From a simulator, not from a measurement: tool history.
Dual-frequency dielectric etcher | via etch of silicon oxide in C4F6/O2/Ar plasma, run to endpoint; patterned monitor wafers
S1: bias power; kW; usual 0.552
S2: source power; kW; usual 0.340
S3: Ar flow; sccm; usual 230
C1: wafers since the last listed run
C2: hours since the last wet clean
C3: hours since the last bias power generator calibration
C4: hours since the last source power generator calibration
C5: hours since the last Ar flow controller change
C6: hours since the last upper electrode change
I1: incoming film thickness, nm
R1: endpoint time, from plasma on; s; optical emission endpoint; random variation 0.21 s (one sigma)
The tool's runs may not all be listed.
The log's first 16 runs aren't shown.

| run | day | S1 | S2 | S3 | C1 | C2 | C3 | C4 | C5 | C6 | I1 | R1 |
|---|---|---|---|---|---|---|---|---|---|---|---|---|
| 17 | 34.850 | 0.552 | 0.390 | 256 | 790 | 514.3 | 725.1 | 93.2 | 514.4 | 257.0 | 125.1 | 27.0 |
| 18 | 37.283 | 0.552 | 0.340 | 230 | 1053 | 572.7 | 783.5 | 151.6 | 572.8 | 315.4 | 124.2 | 28.3 |
| 19 | 38.662 | 0.608 | 0.280 | 174 | 597 | 605.8 | 816.6 | 184.7 | 605.9 | 348.5 | 123.2 | 27.4 |
|  | 40.646 | wet clean of the chamber |
| 20 | 40.938 | 0.552 | 0.340 | 230 | 551 | 7.0 | 871.2 | 239.3 | 660.5 | 403.1 | 124.6 | 26.7 |
| 21 | 42.708 | 0.418 | 0.370 | 183 | 766 | 49.5 | 913.7 | 281.8 | 703.0 | 445.6 | 124.1 | 27.4 |
| 22 | 44.804 | 0.500 | 0.390 | 213 | 907 | 99.8 | 964.0 | 332.1 | 753.3 | 495.9 | 124.6 | 26.6 |
| 23 | 46.650 | 0.552 | 0.340 | 230 | 799 | 144.1 | 1008.3 | 376.4 | 797.6 | 540.2 | 124.0 | 27.2 |
| 24 | 49.346 | 0.552 | 0.340 | 230 | 1167 | 208.8 | 1073.0 | 441.1 | 862.3 | 604.9 | 123.5 | 27.5 |
| 25 | 50.621 | 0.552 | 0.340 | 230 | 551 | 239.4 | 1103.6 | 471.7 | 892.9 | 635.5 | 124.4 | 27.7 |
| 26 | 52.362 | 0.552 | 0.340 | 230 | 753 | 281.2 | 1145.4 | 513.5 | 934.7 | 677.3 | 123.4 | 27.6 |
| 27 | 54.175 | 0.552 | 0.310 | 268 | 784 | 324.7 | 1188.9 | 557.0 | 978.2 | 720.8 | 122.8 | 28.6 |

Run 28 comes next. What will it give?
| 28 | 55.296 | 0.465 | 0.400 | 285 | 485 | 351.6 | 1215.8 | 583.9 | 1005.1 | 747.7 | 122.9 | ? |

{"run 28": {"R1": 28.0}}
Without the tool's hidden state the same run would have given R1 27.5 s.
